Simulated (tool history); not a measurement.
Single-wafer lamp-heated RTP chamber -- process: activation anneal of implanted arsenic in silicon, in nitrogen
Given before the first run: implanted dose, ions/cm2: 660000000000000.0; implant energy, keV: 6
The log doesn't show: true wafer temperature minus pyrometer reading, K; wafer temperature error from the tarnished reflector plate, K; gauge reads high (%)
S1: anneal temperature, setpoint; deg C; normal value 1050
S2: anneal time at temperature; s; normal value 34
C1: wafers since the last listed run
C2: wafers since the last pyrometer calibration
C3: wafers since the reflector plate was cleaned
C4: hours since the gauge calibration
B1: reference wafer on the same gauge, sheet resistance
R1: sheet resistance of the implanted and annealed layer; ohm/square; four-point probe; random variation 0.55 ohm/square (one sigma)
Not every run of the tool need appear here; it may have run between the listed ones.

run	hour	S1	S2	C1	C2	C3	C4	B1	R1
1	0.0	1050	34	0	1246	3335	156.3	172.89	156.02
2	9.9	1050	34	143	1389	3479	166.2	173.04	155.47
# hour 62.3: reflector plate cleaned
3	62.8	1050	23	652	2042	6	219.1	173.08	160.55
4	70.2	1050	23	107	2149	114	226.5	172.99	160.28
5	77.8	1050	34	110	2260	224	234.1	173.15	154.39
6	95.0	1050	34	249	2510	474	251.3	172.95	154.77
7	104.2	1050	34	133	2643	608	260.5	173.04	154.25
8	113.2	1050	34	130	2774	739	269.5	173.00	154.38
9	130.5	1050	34	251	3025	990	286.8	173.13	155.03
10	156.9	1072	34	383	3409	1373	313.2	172.80	147.30
11	164.9	1072	34	116	3525	1490	321.2	173.00	147.34
12	180.3	1072	34	223	3749	1713	336.6	172.99	147.49
13	189.3	1062	34	130	3879	1844	345.6	173.10	149.96
# hour 197.4: gauge calibrated
# hour 201.4: pyrometer window cleaned and pyrometer calibrated
14	239.8	1062	34	617	557	2462	42.4	173.10	153.30
15	251.1	1050	34	164	721	2626	53.7	173.14	155.89
16	268.2	1050	34	248	969	2874	70.8	172.86	157.02
17	277.9	1050	34	140	1110	3015	80.5	172.88	155.83
18	294.4	1050	34	239	1350	3255	97.0	173.01	156.20
19	306.6	1050	34	177	1527	3432	109.2	173.07	155.61
20	350.3	1070	34	634	2162	4067	152.9	173.12	149.21
21	361.0	1050	34	155	2318	4222	163.6	172.94	155.50
22	368.1	1029	26	103	2421	4325	170.7	173.01	166.55
23	374.3	1022	21	90	2511	4415	176.9	172.84	173.75
# hour 391.5: reflector plate cleaned
24	392.0	1068	19	140	2652	7	194.6	173.11	157.45
25	396.6	1023	15	66	2719	74	199.2	173.11	180.20
26	403.9	1050	34	106	2825	180	206.5	173.15	153.95
27	413.4	1028	34	138	2963	318	216.0	172.92	161.88
28	429.9	1050	34	239	3202	558	232.5	172.91	154.72
29	439.5	1060	27	139	3342	697	242.1	173.04	154.38
30	447.1	1050	16	110	3452	807	249.7	173.02	165.31
31	464.2	1050	18	248	3701	1056	266.8	172.97	163.80
32	479.8	1050	34	226	3927	1282	282.4	172.89	153.83
# hour 492.4: pyrometer window cleaned and pyrometer calibrated
33	492.9	1050	29	74	7	1357	295.5	172.72	160.15
34	500.4	1050	34	108	116	1465	303.0	173.03	157.10
35	512.2	1050	34	171	288	1637	314.8	173.08	157.20
36	526.0	1038	43	200	488	1837	328.6	173.06	155.97

What if the next run were any one of these 5? Each begins from the tool's condition after run 36:
A	526.4	1066	34	5	494	1843	329.0	?	?
B	526.4	1039	34	5	494	1843	329.0	?	?
C	526.4	1026	34	5	494	1843	329.0	?	?
D	526.4	1029	34	5	494	1843	329.0	?	?
E	526.4	1022	18	5	494	1843	329.0	?	?

run	B1	R1
A	172.84	150.99
B	172.84	159.38
C	172.84	164.14
D	172.84	162.98
E	172.84	178.36
Take away the tool's hidden state, keep each run's random variation, and the runs would have read:
run	R1
A	152.10
B	160.73
C	165.70
D	164.48
E	180.40
